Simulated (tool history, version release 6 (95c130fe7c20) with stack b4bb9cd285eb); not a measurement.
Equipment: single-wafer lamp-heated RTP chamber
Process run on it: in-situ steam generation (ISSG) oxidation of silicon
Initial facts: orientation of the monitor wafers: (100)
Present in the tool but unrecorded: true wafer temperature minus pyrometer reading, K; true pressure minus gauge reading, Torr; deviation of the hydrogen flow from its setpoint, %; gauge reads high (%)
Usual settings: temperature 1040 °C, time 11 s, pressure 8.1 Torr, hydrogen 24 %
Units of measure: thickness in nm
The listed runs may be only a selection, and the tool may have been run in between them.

| run | day | temperature | time | pressure | hydrogen | wafers since the last listed run | wafers since the last pyrometer calibration | hours since the pressure gauge was zeroed | hours since the hydrogen flow controller was replaced | hours since the gauge calibration | read-back reference wafer on the same gauge, thickness | thickness |
|---|---|---|---|---|---|---|---|---|---|---|---|---|
| 1 | 0 | 1040 | 11 | 8.1 | 24 | 0 | 1442 | 2813.2 | 3344.4 | 1564.1 | 5.343 | 4.657 |
| 2 | 0.558 | 1050 | 11 | 8.1 | 24 | 154 | 1597 | 2826.6 | 3357.8 | 1577.5 | 5.339 | 4.865 |
| 3 | 1.125 | 1040 | 10 | 7.8 | 24 | 156 | 1754 | 2840.2 | 3371.4 | 1591.1 | 5.35 | 4.433 |
| 4 | 2.317 | 1040 | 10 | 7.8 | 24 | 330 | 2084 | 2868.8 | 3400 | 1619.7 | 5.348 | 4.475 |
| 5 | 3.367 | 1040 | 11 | 8.1 | 32 | 290 | 2375 | 2894 | 3425.2 | 1644.9 | 5.357 | 5.041 |
|  | 4.108 | gauge calibrated |
| 6 | 6.533 | 1040 | 11 | 8.1 | 32 | 877 | 3252 | 2970 | 3501.2 | 58.2 | 5.246 | 4.929 |
| 7 | 7.083 | 1024 | 11 | 7.4 | 17 | 152 | 3405 | 2983.2 | 3514.4 | 71.4 | 5.251 | 3.905 |
| 8 | 8.338 | 1040 | 11 | 7.5 | 21 | 347 | 3752 | 3013.3 | 3544.5 | 101.5 | 5.245 | 4.412 |
|  | 8.683 | pressure gauge zeroed |
| 9 | 9.25 | 1040 | 11 | 8.1 | 24 | 160 | 3913 | 13.6 | 3566.4 | 123.4 | 5.25 | 4.543 |
| 10 | 10.55 | 1040 | 11 | 8.1 | 24 | 360 | 4273 | 44.8 | 3597.6 | 154.6 | 5.25 | 4.547 |
| 11 | 12.038 | 1057 | 7 | 8.1 | 24 | 412 | 4685 | 80.5 | 3633.3 | 190.3 | 5.25 | 3.972 |
| 12 | 12.625 | 1040 | 11 | 8.1 | 24 | 162 | 4848 | 94.6 | 3647.4 | 204.4 | 5.249 | 4.568 |
|  | 14.321 | pyrometer window cleaned and pyrometer calibrated |
|  | 15.733 | hydrogen flow controller replaced |
| 13 | 16.204 | 1040 | 11 | 8.1 | 24 | 806 | 429 | 180.5 | 11.3 | 290.3 | 5.249 | 4.537 |
| 14 | 17.621 | 1027 | 8 | 6.9 | 32 | 392 | 822 | 214.5 | 45.3 | 324.3 | 5.25 | 4.102 |
| 15 | 18.283 | 1040 | 11 | 8.1 | 24 | 183 | 1005 | 230.4 | 61.2 | 340.2 | 5.245 | 4.575 |
| 16 | 18.825 | 1040 | 11 | 8.1 | 24 | 150 | 1155 | 243.4 | 74.2 | 353.2 | 5.248 | 4.561 |
| 17 | 19.875 | 1040 | 9 | 8.1 | 28 | 290 | 1446 | 268.6 | 99.4 | 378.4 | 5.255 | 4.349 |
| 18 | 21.15 | 1054 | 11 | 8.1 | 24 | 353 | 1799 | 299.2 | 130 | 409 | 5.253 | 4.848 |
| 19 | 25.488 | 1040 | 11 | 8.1 | 16 | 1201 | 3001 | 403.3 | 234.1 | 513.1 | 5.256 | 4.111 |
| 20 | 26.567 | 1027 | 14 | 8.1 | 30 | 298 | 3300 | 429.2 | 260 | 539 | 5.256 | 5.106 |
| 21 | 27.367 | 1057 | 7 | 8.1 | 24 | 221 | 3522 | 448.4 | 279.2 | 558.2 | 5.256 | 3.94 |
| 22 | 28.162 | 1057 | 11 | 8.1 | 20 | 220 | 3742 | 467.5 | 298.3 | 577.3 | 5.262 | 4.72 |
| 23 | 31.562 | 1040 | 11 | 8.1 | 24 | 941 | 4684 | 549.1 | 379.9 | 658.9 | 5.256 | 4.58 |
| 24 | 33.004 | 1040 | 11 | 8.1 | 24 | 399 | 5084 | 583.7 | 414.5 | 693.5 | 5.264 | 4.605 |
| 25 | 34.117 | 1040 | 14 | 8.1 | 32 | 308 | 5392 | 610.4 | 441.2 | 720.2 | 5.263 | 5.58 |
| 26 | 35.004 | 1040 | 11 | 8.1 | 24 | 245 | 5638 | 631.7 | 462.5 | 741.5 | 5.264 | 4.562 |
| 27 | 35.617 | 1021 | 11 | 8.1 | 24 | 169 | 5807 | 646.4 | 477.2 | 756.2 | 5.264 | 4.236 |
| 28 | 36.971 | 1040 | 11 | 9.4 | 19 | 375 | 6182 | 678.9 | 509.7 | 788.7 | 5.27 | 4.246 |
|  | 37.579 | pyrometer window cleaned and pyrometer calibrated |
| 29 | 38.025 | 1040 | 11 | 8.1 | 24 | 199 | 123 | 704.2 | 535 | 814 | 5.264 | 4.585 |
| 30 | 38.846 | 1040 | 9 | 8.1 | 19 | 227 | 350 | 723.9 | 554.7 | 833.7 | 5.269 | 3.932 |
| 31 | 39.479 | 1034 | 13 | 7.6 | 31 | 175 | 526 | 739.1 | 569.9 | 848.9 | 5.265 | 5.204 |

Some steps in thickness, run to run, broken into two amounts with sign: the step expected even without the hidden condition (settings, incoming material, random variation), and the rest, left for the hidden condition together with whatever gauge scatter is not in both the measured and the hidden-condition-free result:
Run 2 -> 3: temperature 1050 -> 1040, time 11 -> 10, pressure 8.1 -> 7.8. thickness -0.432 nm: hidden state -0.007, all else -0.425.
Run 4 -> 5: time 10 -> 11, pressure 7.8 -> 8.1, hydrogen 24 -> 32. thickness +0.566 nm: hidden state +0.012, all else +0.554.
Run 5 -> 6: gauge calibrated. thickness -0.112 nm: hidden state -0.1, all else -0.012.
Run 6 -> 7: temperature 1040 -> 1024, pressure 8.1 -> 7.4, hydrogen 32 -> 17. thickness -1.024 nm: hidden state +0.002, all else -1.026.
Run 20 -> 21: temperature 1027 -> 1057, time 14 -> 7, hydrogen 30 -> 24. thickness -1.166 nm: hidden state +0.001, all else -1.167.
Run 30 -> 31: temperature 1040 -> 1034, time 9 -> 13, pressure 8.1 -> 7.6, hydrogen 19 -> 31. thickness +1.272 nm: hidden state +0.003, all else +1.269.
